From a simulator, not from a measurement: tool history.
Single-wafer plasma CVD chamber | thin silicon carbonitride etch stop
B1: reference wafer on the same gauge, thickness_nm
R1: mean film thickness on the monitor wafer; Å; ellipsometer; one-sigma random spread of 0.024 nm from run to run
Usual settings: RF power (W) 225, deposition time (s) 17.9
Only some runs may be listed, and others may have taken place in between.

run 1 hour=0 | RF_power_(W)=225 deposition_time_(s)=16 | B1=10.406 | R1=94.82
run 2 hour=55.9 | RF_power_(W)=225 deposition_time_(s)=17.9 | B1=10.394 | R1=106.15
run 3 hour=150.9 | RF_power_(W)=225 deposition_time_(s)=17.9 | B1=10.397 | R1=107.16
run 4 hour=206.1 | RF_power_(W)=225 deposition_time_(s)=17.9 | B1=10.405 | R1=107.35
run 5 hour=264.2 | RF_power_(W)=225 deposition_time_(s)=17.9 | B1=10.393 | R1=107.19
run 6 hour=328.4 | RF_power_(W)=260 deposition_time_(s)=17.9 | B1=10.399 | R1=110.06
run 7 hour=549.2 | RF_power_(W)=260 deposition_time_(s)=17.9 | B1=10.396 | R1=109.29
run 8 hour=651.3 | RF_power_(W)=215 deposition_time_(s)=17.9 | B1=10.402 | R1=106.18
run 9 hour=732.7 | RF_power_(W)=215 deposition_time_(s)=17.9 | B1=10.407 | R1=105.76
run 10 hour=822.5 | RF_power_(W)=225 deposition_time_(s)=17.9 | B1=10.414 | R1=106.83
run 11 hour=888.6 | RF_power_(W)=225 deposition_time_(s)=17.9 | B1=10.399 | R1=106.61
run 12 hour=971 | RF_power_(W)=225 deposition_time_(s)=20.3 | B1=10.397 | R1=120.78
run 13 hour=1054.7 | RF_power_(W)=225 deposition_time_(s)=20.3 | B1=10.404 | R1=120.86
run 14 hour=1248.6 | RF_power_(W)=225 deposition_time_(s)=17.9 | B1=10.392 | R1=106.95
run 15 hour=1315.3 | RF_power_(W)=225 deposition_time_(s)=17.9 | B1=10.409 | R1=106.56
run 16 hour=1364.5 | RF_power_(W)=225 deposition_time_(s)=18.9 | B1=10.405 | R1=113.06
run 17 hour=1404.5 | RF_power_(W)=260 deposition_time_(s)=20.3 | B1=10.402 | R1=123.7
run 18 hour=1493 | RF_power_(W)=195 deposition_time_(s)=15.1 | B1=10.396 | R1=88.48
run 19 hour=1561 | RF_power_(W)=185 deposition_time_(s)=15.7 | B1=10.393 | R1=91.72
run 20 hour=1637.5 | RF_power_(W)=225 deposition_time_(s)=17.9 | B1=10.399 | R1=106.29
run 21 hour=1724.9 | RF_power_(W)=190 deposition_time_(s)=16.6 | B1=10.399 | R1=96.58
run 22 hour=1799.9 | RF_power_(W)=240 deposition_time_(s)=20.7 | B1=10.401 | R1=124.08
run 23 hour=1883.4 | RF_power_(W)=265 deposition_time_(s)=19.6 | B1=10.392 | R1=119.47
run 24 hour=1949.5 | RF_power_(W)=215 deposition_time_(s)=17.9 | B1=10.401 | R1=106.77
run 25 hour=2020.3 | RF_power_(W)=225 deposition_time_(s)=17.9 | B1=10.392 | R1=107.08
run 26 hour=2067.7 | RF_power_(W)=240 deposition_time_(s)=14.9 | B1=10.396 | R1=90.15
run 27 hour=2160.4 | RF_power_(W)=225 deposition_time_(s)=15.3 | B1=10.403 | R1=92.12
run 28 hour=2215 | RF_power_(W)=225 deposition_time_(s)=17.9 | B1=10.401 | R1=107.57
run 29 hour=2284.4 | RF_power_(W)=240 deposition_time_(s)=19.5 | B1=10.401 | R1=117.58
run 30 hour=2390.9 | RF_power_(W)=225 deposition_time_(s)=17.9 | B1=10.396 | R1=107.14
run 31 hour=2446.4 | RF_power_(W)=215 deposition_time_(s)=17.9 | B1=10.4 | R1=106.47

Removed from this log: 5 entries logged between the listed runs. Between which two listed runs does each belong, and how does the tool's hidden state at the listed run before it compare with that at the listed run after it?
Runs 2 to 3: RF generator calibrated (hour 72)
  delivered RF power above the setpoint (%): -8.57 -> -0.762
  measured result minus the result with no hidden state, R1: -1.55 -> -0.14 Å
Runs 11 to 12: showerhead replaced, of another model than before (hour 951.3)
  delivered RF power above the setpoint (%): -4.32 -> -4.72
  measured result minus the result with no hidden state, R1: -0.77 -> -0.65 Å
Runs 15 to 16: thermocouple changed; heater temperature recalibrated (hour 1346.4)
  delivered RF power above the setpoint (%): -6.38 -> -6.61
  measured result minus the result with no hidden state, R1: -0.77 -> -0.85 Å
Runs 19 to 20: gauge calibrated (hour 1567.1)
  delivered RF power above the setpoint (%): -7.56 -> -7.93
  measured result minus the result with no hidden state, R1: -0.79 -> -0.96 Å
Runs 22 to 23: RF generator calibrated (hour 1824.2)
  delivered RF power above the setpoint (%): -8.71 -> -0.781
  measured result minus the result with no hidden state, R1: -1.23 -> -0.1 Å

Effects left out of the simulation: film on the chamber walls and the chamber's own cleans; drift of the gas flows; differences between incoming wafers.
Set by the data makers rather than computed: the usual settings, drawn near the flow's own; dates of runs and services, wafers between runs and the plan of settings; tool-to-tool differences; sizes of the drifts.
